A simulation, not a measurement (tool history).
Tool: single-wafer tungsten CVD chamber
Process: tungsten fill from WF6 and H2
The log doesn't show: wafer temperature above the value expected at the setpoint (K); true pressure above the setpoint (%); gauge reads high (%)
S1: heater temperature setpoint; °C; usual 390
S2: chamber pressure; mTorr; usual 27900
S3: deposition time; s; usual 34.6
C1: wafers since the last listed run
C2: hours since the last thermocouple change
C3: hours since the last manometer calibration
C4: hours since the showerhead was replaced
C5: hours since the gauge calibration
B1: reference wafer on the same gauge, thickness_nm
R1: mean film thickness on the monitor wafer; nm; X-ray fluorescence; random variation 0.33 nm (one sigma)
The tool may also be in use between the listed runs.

run,hour,S1,S2,S3,C1,C2,C3,C4,C5,B1,R1
1,0,397,26200,34.6,0,1335.1,2289.5,4756.1,46.1,75.733,89.975
2,9.3,397,26200,34.6,140,1344.4,2298.8,4765.4,55.4,75.581,89.934
3,22.3,380,27900,29.8,197,1357.4,2311.8,4778.4,68.4,75.604,59.08
4,33.2,380,27900,29.8,165,1368.3,2322.7,4789.3,79.3,75.697,59.771
5,40.2,401,27900,39.3,106,1375.3,2329.7,4796.3,86.3,75.614,111.467
6,54.7,401,27900,39.3,219,1389.8,2344.2,4810.8,100.8,75.687,111.459
7,69.8,401,27900,39.3,228,1404.9,2359.3,4825.9,115.9,75.751,110.974
8,78.3,381,27900,34.6,128,1413.4,2367.8,4834.4,124.4,75.798,70.685
9,96.1,381,27900,34.6,269,1431.2,2385.6,4852.2,142.2,75.704,70.262
10,108.2,381,27900,34.6,183,1443.3,2397.7,4864.3,154.3,75.765,70.423
11,122.9,390,27900,34.6,222,1458,2412.4,4879,169,75.718,81.951
# hour 129.8: gauge calibrated
# hour 134: showerhead replaced, of another model than before
12,134.5,390,27900,34.6,54,1469.6,2424,0.5,4.7,75.845,82.098
13,146.6,390,27900,34.6,183,1481.7,2436.1,12.6,16.8,75.772,82.653
14,153.6,380,27900,34.6,106,1488.7,2443.1,19.6,23.8,75.698,69.753
15,160.1,390,27900,28.5,98,1495.2,2449.6,26.1,30.3,75.599,67.38
16,170.3,377,34500,31.7,154,1505.4,2459.8,36.3,40.5,75.725,66.772
17,180.6,380,27900,29.8,156,1515.7,2470.1,46.6,50.8,75.654,59.991
18,187.5,380,27900,29.8,104,1522.6,2477,53.5,57.7,75.684,59.315
19,198.1,390,21500,32.3,160,1533.2,2487.6,64.1,68.3,75.677,68.032
20,220.5,390,34700,37.5,339,1555.6,2510,86.5,90.7,75.667,98.869
# hour 229.9: capacitance manometer re-zeroed and calibrated
21,230.4,381,21400,29.6,28,1565.5,0.5,96.4,100.6,75.61,53.36
# hour 250.7: thermocouple changed; heater temperature recalibrated
22,251.2,390,27900,40.8,194,0.5,21.3,117.2,121.4,75.737,87.739
23,258.2,380,27900,29.8,106,7.5,28.3,124.2,128.4,75.695,54.397
24,268.2,386,21100,29.9,151,17.5,38.3,134.2,138.4,75.745,53.239
25,276.5,390,27900,34.6,125,25.8,46.6,142.5,146.7,75.879,75.925
26,289,390,27900,34.6,189,38.3,59.1,155,159.2,75.745,75.79
# hour 290.8: gauge calibrated
27,297.4,390,27900,30.3,127,46.7,67.5,163.4,6.6,75.773,65.924
28,313.8,384,31800,31.4,248,63.1,83.9,179.8,23,75.856,65.849

Measured less the same run without the tool's hidden state. The same run-to-run variation is in both; the gauge's scatter may not be:
run,R1
1,+6.84
2,+6.845
3,+4.825
4,+4.888
5,+8.189
6,+8.203
7,+8.182
8,+5.797
9,+5.773
10,+5.793
11,+6.456
12,+6.474
13,+6.526
14,+5.78
15,+5.327
16,+5.607
17,+4.983
18,+4.93
19,+5.397
20,+7.858
21,+4.44
22,-0.621
23,-0.321
24,-0.208
25,-0.176
26,-0.006
27,+0.09
28,+0.281
